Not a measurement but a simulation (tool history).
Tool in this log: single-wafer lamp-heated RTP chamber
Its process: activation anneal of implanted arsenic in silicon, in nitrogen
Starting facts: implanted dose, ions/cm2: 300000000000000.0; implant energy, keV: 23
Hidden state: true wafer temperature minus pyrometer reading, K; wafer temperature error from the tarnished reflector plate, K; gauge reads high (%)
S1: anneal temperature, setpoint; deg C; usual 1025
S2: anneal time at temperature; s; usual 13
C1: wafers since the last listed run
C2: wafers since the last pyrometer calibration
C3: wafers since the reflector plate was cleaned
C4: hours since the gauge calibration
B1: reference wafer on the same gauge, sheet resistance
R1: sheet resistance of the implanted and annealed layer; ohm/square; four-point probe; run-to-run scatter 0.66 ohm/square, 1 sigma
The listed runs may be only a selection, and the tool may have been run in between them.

run	hour	S1	S2	C1	C2	C3	C4	B1	R1
1	0	1025	16	0	6970	18	1057.5	296.03	289.08
2	105.3	1025	13	1029	7999	1047	1162.8	295.97	290.06
3	177.8	1025	13	708	8708	1756	1235.3	296.03	290.42
4	218.3	1025	13	395	9104	2152	1275.8	295.76	289.43
# hour 253.8: pyrometer window cleaned and pyrometer calibrated
5	303.3	1025	13	752	484	2905	1360.8	295.52	289.77
6	404.4	1025	13	988	1472	3893	1461.9	295.53	290.7
7	462.7	1025	13	569	2042	4463	1520.2	295.33	289.66
# hour 560.8: gauge calibrated
# hour 621: reflector plate cleaned
8	755.1	1025	13	2780	4823	1311	194.3	302.18	296.07
9	808.4	1025	13	521	5344	1832	247.6	301.49	295.66
10	854.5	1025	13	450	5794	2283	293.7	301.27	295.63
11	949	1037	8	923	6718	3206	388.2	300.59	294.73
12	1042.6	1039	17	915	7633	4122	481.8	299.81	291.66
# hour 1074.7: pyrometer window cleaned and pyrometer calibrated
13	1109.8	1025	8	578	343	4700	549	299.51	295.27
# hour 1149.4: reflector plate cleaned
14	1149.9	1025	13	313	657	5	589.1	299.3	294.29
15	1234.3	1025	13	825	1482	830	673.5	298.82	294.47
16	1293.9	1051	18	582	2065	1412	733.1	298.45	290
17	1363.1	1042	8	676	2741	2089	802.3	298.47	293.45
18	1453.6	1016	5	884	3626	2974	892.8	297.83	296.74
19	1534.2	1044	9	787	4414	3762	973.4	298.2	291.7
20	1573.2	1047	7	381	4795	4143	1012.4	297.57	292.43
# hour 1642.3: reflector plate cleaned
21	1651.7	1025	13	689	5485	92	1090.9	297.78	293.46

A few steps of R1 between consecutive runs. Split each: what settings, incoming material and random variation would produce without the hidden state, and what is left over for the hidden state, along with gauge scatter present in only one of the two compared results (measured, and without hidden state):
Run 7 -> 8: gauge calibrated, reflector plate cleaned. R1 +6.41 ohm/square: hidden state +6.57, all else -0.16.
Run 10 -> 11: S1 1025 -> 1037, S2 13 -> 8. R1 -0.9 ohm/square: hidden state -0.72, all else -0.18.
Run 18 -> 19: S1 1016 -> 1044, S2 5 -> 9. R1 -5.04 ohm/square: hidden state -0.13, all else -4.91.
